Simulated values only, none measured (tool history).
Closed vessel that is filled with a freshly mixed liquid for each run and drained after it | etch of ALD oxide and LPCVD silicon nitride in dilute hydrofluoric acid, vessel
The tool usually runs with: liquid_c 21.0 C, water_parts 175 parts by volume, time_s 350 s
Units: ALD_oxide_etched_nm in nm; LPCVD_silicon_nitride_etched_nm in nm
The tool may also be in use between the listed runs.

run,day,liquid_c,water_parts,time_s,"read-back film thickness of the ALD oxide reference wafer, read on the same gauge (nm)","read-back film thickness of the LPCVD silicon nitride reference wafer, read on the same gauge (nm)",ALD_oxide_etched_nm,LPCVD_silicon_nitride_etched_nm
1,0.000,22.0,175,350,120.00,109.952,29.54,0.762
2,0.725,19.5,175,350,120.01,109.968,26.85,0.653
3,1.100,19.5,175,350,119.99,109.990,26.97,0.625
4,1.483,19.5,175,350,120.00,109.987,26.78,0.625
5,2.121,21.0,210,350,119.98,110.021,22.84,0.582
6,2.375,21.0,175,350,120.02,110.017,28.74,0.736
# day 2.492: gauge calibrated
7,2.812,21.0,175,350,119.99,110.024,28.56,0.691
8,3.208,21.0,175,350,119.98,110.008,28.58,0.710
9,3.654,21.0,175,350,119.95,110.014,28.44,0.695
10,4.083,18.5,175,350,119.98,109.973,25.68,0.583
11,4.396,19.5,220,420,120.01,109.969,24.36,0.619
12,4.879,21.0,225,195,120.00,109.993,11.79,0.298
13,5.429,18.0,115,350,120.00,109.997,40.52,0.865
14,5.983,25.5,250,150,119.95,110.001,9.41,0.283
15,6.371,17.0,105,350,120.02,110.013,42.76,0.863
# day 6.608: hydrofluoric acid flow meter replaced
16,7.025,21.0,175,350,120.00,110.015,26.46,0.653
# day 7.200: thermometer replaced
17,8.325,21.0,175,350,120.01,110.002,28.38,0.699
18,8.829,21.0,235,350,119.99,109.987,20.04,0.548
19,9.154,24.5,175,350,120.01,109.995,32.50,0.942
20,9.654,26.0,175,350,119.98,109.991,34.45,0.999
21,10.117,21.0,175,445,120.02,109.978,35.93,0.948
22,10.458,18.5,220,175,119.99,110.046,9.78,0.243
23,10.762,21.0,255,350,120.01,110.017,17.92,0.504
24,11.367,23.5,235,350,119.93,109.967,21.90,0.642
# day 11.675: gauge calibrated
25,11.858,21.0,175,550,120.02,110.000,44.38,1.154

Selected run-to-run steps in ALD_oxide_etched_nm, each split into two signed amounts: the part the tool would show with no hidden state at all (from settings, incoming material and random variation), and the remainder, which goes to the hidden state together with any gauge scatter not common to the measured and the hidden-state-free results:
The tool's hidden condition here consists of: liquid colder than its thermometer reads (K); hydrofluoric acid flow above the setpoint (%); gauge reads high (%).
Run 13 -> 14: liquid_c 18.0 -> 25.5, water_parts 115 -> 250, time_s 350 -> 150. ALD_oxide_etched_nm -31.11 nm: hidden state +0.98, all else -32.09.
Run 14 -> 15: liquid_c 25.5 -> 17.0, water_parts 250 -> 105, time_s 150 -> 350. ALD_oxide_etched_nm +33.35 nm: hidden state -1.20, all else +34.55.
Run 16 -> 17: thermometer replaced. ALD_oxide_etched_nm +1.92 nm: hidden state +1.81, all else +0.11.
